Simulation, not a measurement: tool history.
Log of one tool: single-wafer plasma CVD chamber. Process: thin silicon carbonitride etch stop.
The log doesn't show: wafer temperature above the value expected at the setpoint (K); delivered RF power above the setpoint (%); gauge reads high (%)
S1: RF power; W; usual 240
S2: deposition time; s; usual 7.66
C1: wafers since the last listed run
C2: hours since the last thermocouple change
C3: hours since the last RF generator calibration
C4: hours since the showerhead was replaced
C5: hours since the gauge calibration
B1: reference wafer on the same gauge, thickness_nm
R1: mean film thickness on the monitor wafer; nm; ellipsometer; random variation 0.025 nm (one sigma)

| run | day | S1 | S2 | C1 | C2 | C3 | C4 | C5 | B1 | R1 |
|---|---|---|---|---|---|---|---|---|---|---|
| 1 | 0.000 | 240 | 6.61 | 0 | 2328.2 | 2019.7 | 4961.9 | 194.8 | 5.296 | 4.007 |
| 2 | 0.958 | 215 | 7.66 | 977 | 2351.2 | 2042.7 | 4984.9 | 217.8 | 5.289 | 4.509 |
| 3 | 1.729 | 215 | 7.66 | 786 | 2369.7 | 2061.2 | 5003.4 | 236.3 | 5.288 | 4.553 |
| 4 | 3.092 | 240 | 7.66 | 1389 | 2402.4 | 2093.9 | 5036.1 | 269.0 | 5.286 | 4.659 |
| 5 | 4.150 | 265 | 7.66 | 1079 | 2427.8 | 2119.3 | 5061.5 | 294.4 | 5.292 | 4.755 |
| 6 | 5.492 | 265 | 7.66 | 1368 | 2460.0 | 2151.5 | 5093.7 | 326.6 | 5.293 | 4.829 |
| 7 | 6.504 | 265 | 7.66 | 1032 | 2484.3 | 2175.8 | 5118.0 | 350.9 | 5.288 | 4.788 |
| 8 | 7.108 | 240 | 7.66 | 616 | 2498.8 | 2190.3 | 5132.5 | 365.4 | 5.291 | 4.688 |
| 9 | 7.783 | 240 | 7.66 | 688 | 2515.0 | 2206.5 | 5148.7 | 381.6 | 5.293 | 4.653 |
|  | 8.338 | gauge calibrated |
| 10 | 8.942 | 240 | 7.66 | 1181 | 2542.8 | 2234.3 | 5176.5 | 14.5 | 5.293 | 4.636 |
| 11 | 9.842 | 270 | 6.76 | 918 | 2564.4 | 2255.9 | 5198.1 | 36.1 | 5.289 | 4.295 |
| 12 | 10.500 | 270 | 6.76 | 671 | 2580.2 | 2271.7 | 5213.9 | 51.9 | 5.296 | 4.239 |
| 13 | 11.383 | 240 | 8.97 | 901 | 2601.4 | 2292.9 | 5235.1 | 73.1 | 5.285 | 5.423 |
| 14 | 12.854 | 270 | 6.76 | 1500 | 2636.7 | 2328.2 | 5270.4 | 108.4 | 5.287 | 4.269 |
| 15 | 13.733 | 240 | 7.66 | 896 | 2657.8 | 2349.3 | 5291.5 | 129.5 | 5.292 | 4.658 |
| 16 | 14.796 | 260 | 8.55 | 1083 | 2683.3 | 2374.8 | 5317.0 | 155.0 | 5.291 | 5.358 |
|  | 15.496 | RF generator calibrated |
| 17 | 15.604 | 290 | 7.23 | 484 | 2702.7 | 2.6 | 5336.4 | 174.4 | 5.289 | 4.641 |
|  | 16.008 | showerhead replaced |
|  | 16.292 | thermocouple changed; heater temperature recalibrated |
| 18 | 16.692 | 240 | 8.95 | 479 | 9.6 | 28.7 | 16.4 | 200.5 | 5.297 | 5.452 |
| 19 | 17.429 | 200 | 8.16 | 752 | 27.3 | 46.4 | 34.1 | 218.2 | 5.289 | 4.681 |
| 20 | 18.367 | 225 | 6.15 | 956 | 49.8 | 68.9 | 56.6 | 240.7 | 5.295 | 3.668 |
| 21 | 19.717 | 195 | 7.66 | 1377 | 82.2 | 101.3 | 89.0 | 273.1 | 5.288 | 4.404 |
| 22 | 20.862 | 270 | 6.79 | 1168 | 109.7 | 128.8 | 116.5 | 300.6 | 5.286 | 4.248 |
| 23 | 21.742 | 225 | 7.66 | 896 | 130.8 | 149.9 | 137.6 | 321.7 | 5.287 | 4.520 |
| 24 | 23.179 | 260 | 8.11 | 1466 | 165.3 | 184.4 | 172.1 | 356.2 | 5.285 | 5.000 |
| 25 | 23.771 | 275 | 8.44 | 603 | 179.5 | 198.6 | 186.3 | 370.4 | 5.282 | 5.368 |

5 ways to go on from here, each from the tool as it stands after run 25. What would each give?
| A | 23.788 | 240 | 8.74 | 17 | 179.9 | 199.0 | 186.7 | 370.8 | ? | ? |
| B | 23.788 | 240 | 6.75 | 17 | 179.9 | 199.0 | 186.7 | 370.8 | ? | ? |
| C | 23.788 | 240 | 6.83 | 17 | 179.9 | 199.0 | 186.7 | 370.8 | ? | ? |
| D | 23.788 | 215 | 8.19 | 17 | 179.9 | 199.0 | 186.7 | 370.8 | ? | ? |
| E | 23.788 | 240 | 6.29 | 17 | 179.9 | 199.0 | 186.7 | 370.8 | ? | ? |

| run | B1 | R1 |
|---|---|---|
| A | 5.286 | 5.308 |
| B | 5.286 | 4.099 |
| C | 5.286 | 4.148 |
| D | 5.286 | 4.811 |
| E | 5.286 | 3.820 |
Without the tool's hidden state the same runs would have given:
| run | R1 |
|---|---|
| A | 5.308 |
| B | 4.099 |
| C | 4.148 |
| D | 4.811 |
| E | 3.820 |
